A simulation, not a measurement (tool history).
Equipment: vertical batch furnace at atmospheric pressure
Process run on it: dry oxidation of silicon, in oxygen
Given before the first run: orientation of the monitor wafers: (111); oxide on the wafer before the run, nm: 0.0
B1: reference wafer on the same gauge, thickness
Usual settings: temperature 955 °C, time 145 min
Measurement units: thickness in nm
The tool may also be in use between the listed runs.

run 1 day=0 | temperature=955 time=145 | B1=75.54 | thickness=85.82
run 2 day=0.946 | temperature=955 time=145 | B1=75.49 | thickness=85.53
run 3 day=1.496 | temperature=955 time=145 | B1=75.55 | thickness=85.76
run 4 day=2.138 | temperature=955 time=145 | B1=75.49 | thickness=85.95
run 5 day=2.708 | temperature=965 time=145 | B1=75.49 | thickness=92.84
run 6 day=3.579 | temperature=955 time=117 | B1=75.46 | thickness=74.4
run 7 day=4.142 | temperature=955 time=145 | B1=75.5 | thickness=85.77
run 8 day=5.171 | temperature=955 time=145 | B1=75.52 | thickness=86.44
run 9 day=6.017 | temperature=955 time=145 | B1=75.5 | thickness=86.1
run 10 day=7.004 | temperature=955 time=145 | B1=75.48 | thickness=86
run 11 day=7.862 | temperature=955 time=145 | B1=75.48 | thickness=85.98
run 12 day=8.762 | temperature=955 time=145 | B1=75.51 | thickness=86.15
run 13 day=9.529 | temperature=955 time=145 | B1=75.52 | thickness=86.12
run 14 day=9.992 | temperature=955 time=145 | B1=75.44 | thickness=85.74
run 15 day=10.533 | temperature=938 time=126.5 | B1=75.43 | thickness=68.65
run 16 day=11.779 | temperature=955 time=145 | B1=75.48 | thickness=86.01
run 17 day=12.2 | temperature=955 time=145 | B1=75.47 | thickness=86.02
run 18 day=13.133 | temperature=955 time=145 | B1=75.56 | thickness=85.77
run 19 day=13.854 | temperature=955 time=145 | B1=75.52 | thickness=85.89
run 20 day=15.067 | temperature=955 time=110 | B1=75.5 | thickness=71.2
run 21 day=15.533 | temperature=942 time=214.5 | B1=75.51 | thickness=100.94
run 22 day=16.246 | temperature=964 time=188 | B1=75.51 | thickness=109.68
run 23 day=17.242 | temperature=937 time=104 | B1=75.51 | thickness=59.53
run 24 day=19.6 | temperature=955 time=145 | B1=75.47 | thickness=86
run 25 day=20.362 | temperature=937 time=104 | B1=75.46 | thickness=59.2
run 26 day=24.012 | temperature=955 time=145 | B1=75.51 | thickness=86.05
run 27 day=25.238 | temperature=946 time=168.5 | B1=75.46 | thickness=88.36
run 28 day=26.454 | temperature=955 time=145 | B1=75.43 | thickness=85.99
run 29 day=28.508 | temperature=937 time=190 | B1=75.55 | thickness=89.82
run 30 day=29.108 | temperature=955 time=78 | B1=75.53 | thickness=56.51
run 31 day=30.275 | temperature=969 time=182.5 | B1=75.46 | thickness=111.09
run 32 day=30.567 | temperature=937 time=104 | B1=75.5 | thickness=59.24
run 33 day=31.375 | temperature=955 time=145 | B1=75.5 | thickness=85.94
run 34 day=32.438 | temperature=955 time=145 | B1=75.51 | thickness=85.89
run 35 day=33.55 | temperature=975 time=145 | B1=75.43 | thickness=99.84
run 36 day=34.658 | temperature=949 time=145 | B1=75.51 | thickness=82.04
run 37 day=36.892 | temperature=940 time=120.5 | B1=75.53 | thickness=67.32
run 38 day=37.771 | temperature=976 time=204 | B1=75.45 | thickness=125.66
run 39 day=38.788 | temperature=936 time=145 | B1=75.48 | thickness=73.91
run 40 day=39.667 | temperature=940 time=120.5 | B1=75.47 | thickness=67.52

The log once held 3 entries between its listed runs, left out of this copy. Where does each go, and what is different about the tool's unlogged condition between the listed run before it and the listed run after it?
Logged between run 15 and run 16: gauge calibrated (day 11.7)
  both runs share identical hidden conditions
Logged between run 27 and run 28: thermocouples replaced and temperature profile calibrated (day 26.433)
  both runs share identical hidden conditions
Logged between run 30 and run 31: boat lift adjusted (day 30.254)
  both runs share identical hidden conditions
